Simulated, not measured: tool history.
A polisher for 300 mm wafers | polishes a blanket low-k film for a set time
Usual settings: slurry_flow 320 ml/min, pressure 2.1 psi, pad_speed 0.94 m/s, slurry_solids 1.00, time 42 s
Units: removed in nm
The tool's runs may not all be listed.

| run | hour | slurry_flow | pressure | pad_speed | slurry_solids | time | wafers since the last listed run | wafers polished on this pad | hours since the slurry nozzle was cleaned | hours since the head pressure was calibrated | hours since the slurry blender was calibrated | hours since the conditioning disc was replaced | incoming thickness of the incoming film, nm | removed |
|---|---|---|---|---|---|---|---|---|---|---|---|---|---|---|
| 1 | 0.0 | 320 | 2.1 | 0.94 | 1.00 | 42 | 0 | 568 | 290.9 | 55.8 | 259.1 | 348.3 | 517.7 | 20.2 |
| 2 | 41.8 | 320 | 2.1 | 0.94 | 1.00 | 42 | 349 | 918 | 332.7 | 97.6 | 300.9 | 390.1 | 513.3 | 19.9 |
| 3 | 109.7 | 320 | 2.1 | 0.94 | 1.00 | 42 | 567 | 1486 | 400.6 | 165.5 | 368.8 | 458.0 | 508.5 | 18.9 |
|  | 133.8 | slurry blender recalibrated |
| 4 | 135.7 | 320 | 2.1 | 0.94 | 1.00 | 42 | 200 | 1686 | 426.6 | 191.5 | 1.9 | 484.0 | 516.2 | 19.2 |
|  | 154.6 | conditioning disc replaced and pad reconditioned |
|  | 163.6 | worn pad replaced by a new one |
| 5 | 205.5 | 320 | 2.1 | 0.94 | 1.00 | 42 | 533 | 350 | 496.4 | 261.3 | 71.7 | 50.9 | 519.6 | 20.2 |
| 6 | 250.9 | 320 | 2.1 | 0.94 | 1.00 | 42 | 379 | 729 | 541.8 | 306.7 | 117.1 | 96.3 | 516.2 | 19.4 |
| 7 | 316.0 | 320 | 2.1 | 1.18 | 1.00 | 42 | 544 | 1274 | 606.9 | 371.8 | 182.2 | 161.4 | 521.1 | 22.6 |
| 8 | 369.4 | 320 | 2.1 | 0.94 | 1.00 | 42 | 446 | 1721 | 660.3 | 425.2 | 235.6 | 214.8 | 526.2 | 18.7 |
| 9 | 428.9 | 320 | 2.1 | 0.94 | 1.00 | 42 | 497 | 2218 | 719.8 | 484.7 | 295.1 | 274.3 | 521.3 | 18.5 |
|  | 438.6 | worn pad replaced by a new one |
| 10 | 483.3 | 320 | 2.1 | 0.94 | 1.00 | 42 | 421 | 373 | 774.2 | 539.1 | 349.5 | 328.7 | 515.6 | 20.1 |
|  | 510.3 | slurry blender recalibrated |
| 11 | 544.1 | 320 | 2.1 | 0.94 | 1.00 | 42 | 491 | 865 | 835.0 | 599.9 | 33.8 | 389.5 | 512.2 | 19.6 |
|  | 557.1 | slurry nozzle cleaned |
| 12 | 590.6 | 320 | 2.1 | 0.94 | 1.00 | 42 | 380 | 1246 | 33.5 | 646.4 | 80.3 | 436.0 | 509.2 | 19.4 |
| 13 | 639.6 | 320 | 1.6 | 0.94 | 1.00 | 42 | 409 | 1655 | 82.5 | 695.4 | 129.3 | 485.0 | 525.0 | 14.5 |
|  | 666.3 | worn pad replaced by a new one |
| 14 | 676.6 | 320 | 2.1 | 0.94 | 1.00 | 42 | 276 | 85 | 119.5 | 732.4 | 166.3 | 522.0 | 519.8 | 20.6 |
| 15 | 702.9 | 320 | 1.7 | 0.94 | 1.00 | 42 | 219 | 305 | 145.8 | 758.7 | 192.6 | 548.3 | 525.8 | 16.0 |
|  | 764.3 | head pressure recalibrated |
|  | 787.3 | conditioning disc replaced and pad reconditioned |
| 16 | 836.9 | 320 | 2.1 | 1.24 | 0.80 | 42 | 1087 | 1393 | 279.8 | 72.6 | 326.6 | 49.6 | 516.8 | 21.8 |
|  | 902.7 | worn pad replaced by a new one, of another model than before |
| 17 | 903.2 | 320 | 2.1 | 0.62 | 1.00 | 42 | 521 | 4 | 346.1 | 138.9 | 392.9 | 115.9 | 524.9 | 16.5 |
|  | 918.8 | slurry blender recalibrated |
| 18 | 958.5 | 320 | 2.1 | 0.94 | 1.00 | 42 | 445 | 450 | 401.4 | 194.2 | 39.7 | 171.2 | 513.4 | 20.0 |
| 19 | 988.5 | 415 | 2.1 | 0.94 | 1.00 | 56 | 250 | 701 | 431.4 | 224.2 | 69.7 | 201.2 | 518.4 | 27.0 |
| 20 | 1027.2 | 320 | 2.1 | 1.24 | 0.80 | 42 | 323 | 1024 | 470.1 | 262.9 | 108.4 | 239.9 | 523.0 | 20.8 |
| 21 | 1062.9 | 320 | 2.1 | 0.94 | 1.00 | 54 | 298 | 1323 | 505.8 | 298.6 | 144.1 | 275.6 | 515.4 | 25.1 |
| 22 | 1099.8 | 240 | 2.1 | 0.94 | 1.00 | 42 | 308 | 1632 | 542.7 | 335.5 | 181.0 | 312.5 | 521.1 | 18.3 |
|  | 1119.0 | worn pad replaced by a new one |
| 23 | 1139.1 | 320 | 1.5 | 1.16 | 0.85 | 56 | 295 | 168 | 582.0 | 374.8 | 220.3 | 351.8 | 518.4 | 22.1 |
| 24 | 1170.3 | 320 | 2.1 | 0.94 | 1.10 | 52 | 260 | 429 | 613.2 | 406.0 | 251.5 | 383.0 | 519.9 | 25.7 |
| 25 | 1225.5 | 320 | 2.1 | 0.94 | 1.30 | 42 | 461 | 890 | 668.4 | 461.2 | 306.7 | 438.2 | 515.2 | 21.3 |

3 ways to go on from here, each from the tool as it stands after run 25. What would each give?
| A | 1225.9 | 320 | 2.1 | 0.94 | 1.00 | 52 | 3 | 894 | 668.8 | 461.6 | 307.1 | 438.6 | 519.6 | ? |
| B | 1225.9 | 320 | 2.6 | 0.94 | 1.25 | 55 | 3 | 894 | 668.8 | 461.6 | 307.1 | 438.6 | 519.6 | ? |
| C | 1225.9 | 320 | 2.1 | 1.18 | 1.00 | 47 | 3 | 894 | 668.8 | 461.6 | 307.1 | 438.6 | 519.6 | ? |

| run | removed |
|---|---|
| A | 24.4 |
| B | 33.1 |
| C | 25.0 |
What these runs would have given with no unlogged condition in the tool:
| run | removed |
|---|---|
| A | 25.6 |
| B | 34.8 |
| C | 26.2 |
